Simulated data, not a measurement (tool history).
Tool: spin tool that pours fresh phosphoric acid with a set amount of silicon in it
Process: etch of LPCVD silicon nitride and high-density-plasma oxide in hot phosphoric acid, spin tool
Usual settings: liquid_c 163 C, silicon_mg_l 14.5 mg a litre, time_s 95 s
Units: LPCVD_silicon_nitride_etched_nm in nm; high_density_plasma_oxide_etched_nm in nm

run    hour  liquid_c  silicon_mg_l  time_s  wafers since the last listed run  hours since the thermometer was replaced  hours since the dissolved silicon flow meter was replaced  hours since the heated supply line was repaired  hours since the gauge calibration  read-back film thickness of the LPCVD silicon nitride reference wafer, read on the same gauge (nm)  read-back film thickness of the high-density-plasma oxide reference wafer, read on the same gauge (nm)  LPCVD_silicon_nitride_etched_nm  high_density_plasma_oxide_etched_nm
  1       0       163          14.5      70                                 0                                     738.8                                                      591.4                                           1406.7                              108.9                                                                                               39.95                                                                                                  29.992                             7.23                                0.229
  2    75.2       163          14.5      70                               625                                       814                                                      666.6                                           1481.9                              184.1                                                                                               40.03                                                                                                  29.982                             7.07                                0.224
      138.3  -- thermometer replaced
  3   176.9       163          14.5      70                               838                                      38.6                                                      768.3                                           1583.6                              285.8                                                                                               40.01                                                                                                  29.993                             7.82                                0.307
  4   245.1       164          17.5      95                               567                                     106.8                                                      836.5                                           1651.8                                354                                                                                                  40                                                                                                  29.997                            10.78                                0.342
  5   289.2       164          17.5      95                               367                                     150.9                                                      880.6                                           1695.9                              398.1                                                                                               40.01                                                                                                  30.021                            10.44                                0.374
  6   349.6       164          17.5      95                               502                                     211.3                                                        941                                           1756.3                              458.5                                                                                               39.99                                                                                                  30.013                            10.41                                0.375
  7   387.9       163            18      95                               318                                     249.6                                                      979.3                                           1794.6                              496.8                                                                                               40.02                                                                                                  30.013                            10.17                                0.312
  8   488.2       163            18      95                               834                                     349.9                                                     1079.6                                           1894.9                              597.1                                                                                               39.99                                                                                                  29.989                            10.06                                0.311
  9   582.1       163            18      95                               781                                     443.8                                                     1173.5                                           1988.8                                691                                                                                               39.96                                                                                                  30.057                            10.17                                0.321
      640.8  -- heated supply line repaired
 10   687.1       163          14.5      95                               865                                     548.8                                                     1278.5                                             46.3                                796                                                                                               39.97                                                                                                  29.976                            10.02                                0.423
 11   772.6       164          14.5      80                               711                                     634.3                                                       1364                                            131.8                              881.5                                                                                               40.03                                                                                                  29.958                             8.53                                 0.32
        785  -- gauge calibrated
 12   875.9       165          17.5     135                               859                                     737.6                                                     1467.3                                            235.1                               90.9                                                                                               39.98                                                                                                  29.973                            15.08                                0.515
 13   974.4       164          17.5      95                               819                                     836.1                                                     1565.8                                            333.6                              189.4                                                                                                  40                                                                                                   30.03                             9.86                                0.308
     1034.7  -- thermometer replaced
 14  1037.7       165          14.5      95                               518                                         3                                                     1629.1                                            396.9                              252.7                                                                                               40.03                                                                                                  30.037                            11.36                                0.452
     1100.5  -- dissolved silicon flow meter replaced
 15  1120.2       163          14.5      95                               678                                      85.5                                                       19.7                                            479.4                              335.2                                                                                               39.99                                                                                                  29.998                            10.36                                0.358
 16  1216.2       163            18      95                               799                                     181.5                                                      115.7                                            575.4                              431.2                                                                                               39.98                                                                                                  29.992                            10.36                                0.372
 17  1282.9       163          10.5      60                               555                                     248.2                                                      182.4                                            642.1                              497.9                                                                                               40.03                                                                                                  30.007                             6.56                                0.252
 18  1329.5     160.5            10      95                               387                                     294.8                                                        229                                            688.7                              544.5                                                                                               39.98                                                                                                  30.013                             9.58                                0.287
 19  1415.4     160.5          14.5      45                               715                                     380.7                                                      314.9                                            774.6                              630.4                                                                                                  40                                                                                                  29.979                             4.43                                0.156

Run 20 comes next. What will it give?
 20  1486.6       163             7     140                               592                                     451.9                                                      386.1                                            845.8                              701.6                                                                                                   ?                                                                                                       ?                                ?                                    ?

{"run 20": {"read-back film thickness of the LPCVD silicon nitride reference wafer, read on the same gauge (nm)": 40.02, "read-back film thickness of the high-density-plasma oxide reference wafer, read on the same gauge (nm)": 29.999, "LPCVD_silicon_nitride_etched_nm": 15.01, "high_density_plasma_oxide_etched_nm": 0.626}}
Without the tool's hidden state the same run would have given LPCVD_silicon_nitride_etched_nm 15.64 nm, high_density_plasma_oxide_etched_nm 0.685 nm.
